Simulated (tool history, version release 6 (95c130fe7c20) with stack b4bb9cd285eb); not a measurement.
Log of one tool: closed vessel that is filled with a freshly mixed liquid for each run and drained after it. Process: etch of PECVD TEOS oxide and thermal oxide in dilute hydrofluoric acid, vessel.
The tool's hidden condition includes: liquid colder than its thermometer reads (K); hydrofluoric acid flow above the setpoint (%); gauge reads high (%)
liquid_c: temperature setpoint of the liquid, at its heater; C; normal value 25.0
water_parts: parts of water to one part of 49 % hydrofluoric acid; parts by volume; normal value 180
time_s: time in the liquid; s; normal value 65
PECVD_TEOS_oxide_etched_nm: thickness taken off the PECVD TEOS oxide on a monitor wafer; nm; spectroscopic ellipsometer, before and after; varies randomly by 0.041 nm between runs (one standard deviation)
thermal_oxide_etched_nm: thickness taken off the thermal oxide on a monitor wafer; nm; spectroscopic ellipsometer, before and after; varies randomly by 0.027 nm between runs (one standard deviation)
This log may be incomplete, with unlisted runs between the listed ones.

| run | hour | liquid_c | water_parts | time_s | wafers since the last listed run | hours since the thermometer was replaced | hours since the hydrofluoric acid flow meter was replaced | hours since the gauge calibration | read-back film thickness of the PECVD TEOS oxide reference wafer, read on the same gauge (nm) | read-back film thickness of the thermal oxide reference wafer, read on the same gauge (nm) | PECVD_TEOS_oxide_etched_nm | thermal_oxide_etched_nm |
|---|---|---|---|---|---|---|---|---|---|---|---|---|
| 1 | 0.0 | 25.0 | 180 | 65 | 0 | 580.0 | 719.8 | 323.0 | 50.04 | 119.962 | 7.03 | 1.891 |
| 2 | 20.9 | 25.0 | 180 | 65 | 3086 | 600.9 | 740.7 | 343.9 | 49.97 | 120.014 | 7.02 | 1.904 |
| 3 | 43.6 | 25.0 | 180 | 65 | 3352 | 623.6 | 763.4 | 366.6 | 50.00 | 120.006 | 7.01 | 1.901 |
| 4 | 76.2 | 25.0 | 180 | 65 | 4815 | 656.2 | 796.0 | 399.2 | 49.97 | 120.000 | 7.06 | 1.951 |
| 5 | 102.0 | 25.0 | 180 | 65 | 3810 | 682.0 | 821.8 | 425.0 | 50.00 | 119.976 | 7.08 | 1.918 |
| 6 | 120.6 | 25.0 | 180 | 40 | 2747 | 700.6 | 840.4 | 443.6 | 50.04 | 120.020 | 4.36 | 1.183 |
| 7 | 141.9 | 25.0 | 180 | 40 | 3146 | 721.9 | 861.7 | 464.9 | 50.03 | 119.982 | 4.38 | 1.226 |
| 8 | 170.5 | 25.0 | 180 | 65 | 4224 | 750.5 | 890.3 | 493.5 | 49.98 | 119.995 | 7.16 | 1.914 |
| 9 | 187.1 | 28.5 | 150 | 35 | 2451 | 767.1 | 906.9 | 510.1 | 49.96 | 120.004 | 5.36 | 1.503 |
| 10 | 208.3 | 25.0 | 140 | 40 | 3131 | 788.3 | 928.1 | 531.3 | 50.01 | 120.031 | 5.97 | 1.587 |
| 11 | 231.4 | 22.5 | 245 | 35 | 3411 | 811.4 | 951.2 | 554.4 | 50.00 | 119.995 | 2.41 | 0.666 |
|  | 236.0 | gauge calibrated |
| 12 | 255.4 | 25.0 | 115 | 65 | 3544 | 835.4 | 975.2 | 19.4 | 50.02 | 119.975 | 12.00 | 3.277 |
| 13 | 280.7 | 25.0 | 180 | 65 | 3736 | 860.7 | 1000.5 | 44.7 | 49.98 | 120.034 | 7.19 | 1.947 |
|  | 300.4 | hydrofluoric acid flow meter replaced |
|  | 324.2 | thermometer replaced |
| 14 | 350.6 | 25.0 | 265 | 65 | 10028 | 26.4 | 50.2 | 114.6 | 49.96 | 119.985 | 4.10 | 1.140 |
| 15 | 378.5 | 25.0 | 105 | 65 | 4120 | 54.3 | 78.1 | 142.5 | 49.98 | 120.015 | 12.47 | 3.417 |
| 16 | 414.0 | 25.0 | 180 | 65 | 5243 | 89.8 | 113.6 | 178.0 | 49.97 | 120.003 | 6.59 | 1.823 |
| 17 | 433.5 | 29.0 | 180 | 65 | 2880 | 109.3 | 133.1 | 197.5 | 50.07 | 119.981 | 7.72 | 2.099 |
| 18 | 453.1 | 25.0 | 220 | 90 | 2894 | 128.9 | 152.7 | 217.1 | 49.96 | 120.003 | 7.22 | 1.967 |
| 19 | 474.9 | 27.5 | 180 | 85 | 3219 | 150.7 | 174.5 | 238.9 | 49.97 | 119.947 | 9.62 | 2.662 |
| 20 | 494.3 | 25.0 | 180 | 65 | 2865 | 170.1 | 193.9 | 258.3 | 50.03 | 119.974 | 6.76 | 1.838 |
| 21 | 527.7 | 28.5 | 180 | 90 | 4933 | 203.5 | 227.3 | 291.7 | 50.00 | 120.028 | 10.60 | 2.916 |
| 22 | 556.5 | 25.0 | 140 | 40 | 4253 | 232.3 | 256.1 | 320.5 | 50.00 | 119.982 | 5.61 | 1.509 |
| 23 | 584.1 | 29.5 | 180 | 65 | 4076 | 259.9 | 283.7 | 348.1 | 49.94 | 119.940 | 7.93 | 2.177 |
| 24 | 618.1 | 25.0 | 180 | 65 | 5021 | 293.9 | 317.7 | 382.1 | 49.96 | 119.983 | 6.73 | 1.815 |
| 25 | 645.9 | 21.5 | 225 | 90 | 4106 | 321.7 | 345.5 | 409.9 | 50.03 | 120.027 | 6.27 | 1.684 |

How would selected steps in PECVD_TEOS_oxide_etched_nm from run to run divide? Give the signed amount a tool lacking its hidden state would still show from settings, what came in and random variation, and the signed amount left for the hidden state, including any gauge scatter that is not in both of the compared results.
Run 11 -> 12: liquid_c 22.5 -> 25.0, water_parts 245 -> 115, time_s 35 -> 65, gauge calibrated. PECVD_TEOS_oxide_etched_nm +9.59 nm: hidden state +0.75, all else +8.84.
Run 13 -> 14: water_parts 180 -> 265, hydrofluoric acid flow meter replaced, thermometer replaced. PECVD_TEOS_oxide_etched_nm -3.09 nm: hidden state -0.56, all else -2.53.
Run 14 -> 15: water_parts 265 -> 105. PECVD_TEOS_oxide_etched_nm +8.37 nm: hidden state +0.09, all else +8.28.

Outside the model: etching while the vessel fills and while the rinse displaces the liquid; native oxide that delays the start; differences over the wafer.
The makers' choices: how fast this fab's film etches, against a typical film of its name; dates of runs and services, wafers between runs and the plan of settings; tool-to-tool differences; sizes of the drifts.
